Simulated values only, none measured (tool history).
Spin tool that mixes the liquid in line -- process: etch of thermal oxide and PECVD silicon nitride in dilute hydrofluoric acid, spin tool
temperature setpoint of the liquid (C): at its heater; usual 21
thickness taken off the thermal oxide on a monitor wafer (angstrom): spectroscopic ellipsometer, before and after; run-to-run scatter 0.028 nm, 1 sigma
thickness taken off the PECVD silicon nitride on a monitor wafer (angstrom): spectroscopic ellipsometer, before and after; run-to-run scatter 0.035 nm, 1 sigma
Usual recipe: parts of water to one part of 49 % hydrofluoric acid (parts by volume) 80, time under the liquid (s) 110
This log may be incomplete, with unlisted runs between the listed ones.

run,hour,temperature setpoint of the liquid (C),parts of water to one part of 49 % hydrofluoric acid (parts by volume),time under the liquid (s),wafers since the last listed run,hours since the thermometer was replaced,hours since the hydrofluoric acid flow meter was replaced,hours since the gauge calibration,"read-back film thickness of the thermal oxide reference wafer, read on the same gauge (nm)","read-back film thickness of the PECVD silicon nitride reference wafer, read on the same gauge (nm)",thickness taken off the thermal oxide on a monitor wafer (angstrom),thickness taken off the PECVD silicon nitride on a monitor wafer (angstrom)
1,0,21,80,125,0,411.7,866.7,53.9,60.02,139.98,69.3,73.4
2,15.9,21,80,125,171,427.6,882.6,69.8,59.99,140,69.2,73.9
3,24.5,21,80,125,92,436.2,891.2,78.4,60,139.98,69,73.5
4,32.1,19.5,80,65,82,443.8,898.8,86,60,140,33.8,34.6
5,42.7,19.5,80,65,114,454.4,909.4,96.6,60.01,140.02,33.6,35
6,66.6,19.5,80,65,258,478.3,933.3,120.5,59.98,140,33.9,35
7,79.2,21,50,110,136,490.9,945.9,133.1,59.99,139.97,102.1,104.1
8,85.7,21,50,110,70,497.4,952.4,139.6,59.99,139.97,101.4,104.8
9,94.7,21,50,110,97,506.4,961.4,148.6,60.01,140.04,102,105.6
10,105.6,21,105,110,117,517.3,972.3,159.5,59.98,140.01,44.5,50.6
11,117,19.5,80,90,123,528.7,983.7,170.9,59.98,140.01,47.2,48.3
12,127.8,21,60,80,116,539.5,994.5,181.7,60.02,140.01,60.9,64
13,144.6,21,80,110,181,556.3,1011.3,198.5,59.99,139.99,60.9,66.1
14,156,21,45,110,123,567.7,1022.7,209.9,60.01,140.01,114.3,116.1
# hour 156.4: gauge calibrated
15,163.2,21,80,110,77,574.9,1029.9,6.8,59.99,140.04,60.9,65.9
# hour 177.6: hydrofluoric acid flow meter replaced
16,178,21,55,125,149,589.7,0.4,21.6,60.03,140.02,117.5,123.9
# hour 192.5: thermometer replaced
17,193.5,21,80,110,156,1,15.9,37.1,59.99,139.96,62.9,63.2
18,207.5,23,90,110,151,15,29.9,51.1,59.99,139.97,59.5,64.9
19,222.8,24.5,90,175,165,30.3,45.2,66.4,60.01,140.01,100.6,113.4
20,236.4,19,65,150,147,43.9,58.8,80,59.99,140.02,98.5,92.6
21,252.7,17,100,155,176,60.2,75.1,96.3,60.01,140.02,59.1,54.4

Here are 3 independent what-if runs from the current tool condition. What would each one return?
A,253.1,21,80,110,4,60.6,75.5,96.7,?,?,?,?
B,253.1,21,65,170,4,60.6,75.5,96.7,?,?,?,?
C,253.1,23,80,110,4,60.6,75.5,96.7,?,?,?,?

run,"read-back film thickness of the thermal oxide reference wafer, read on the same gauge (nm)","read-back film thickness of the PECVD silicon nitride reference wafer, read on the same gauge (nm)",thickness taken off the thermal oxide on a monitor wafer (angstrom),thickness taken off the PECVD silicon nitride on a monitor wafer (angstrom)
A,59.98,139.97,62.9,64.2
B,59.98,139.97,121.8,121.6
C,59.98,139.97,68.2,73.4
Take away the tool's hidden state, keep each run's random variation, and the runs would have read:
run,thickness taken off the thermal oxide on a monitor wafer (angstrom),thickness taken off the PECVD silicon nitride on a monitor wafer (angstrom)
A,63.5,63.9
B,122.9,120.9
C,68.9,73.1
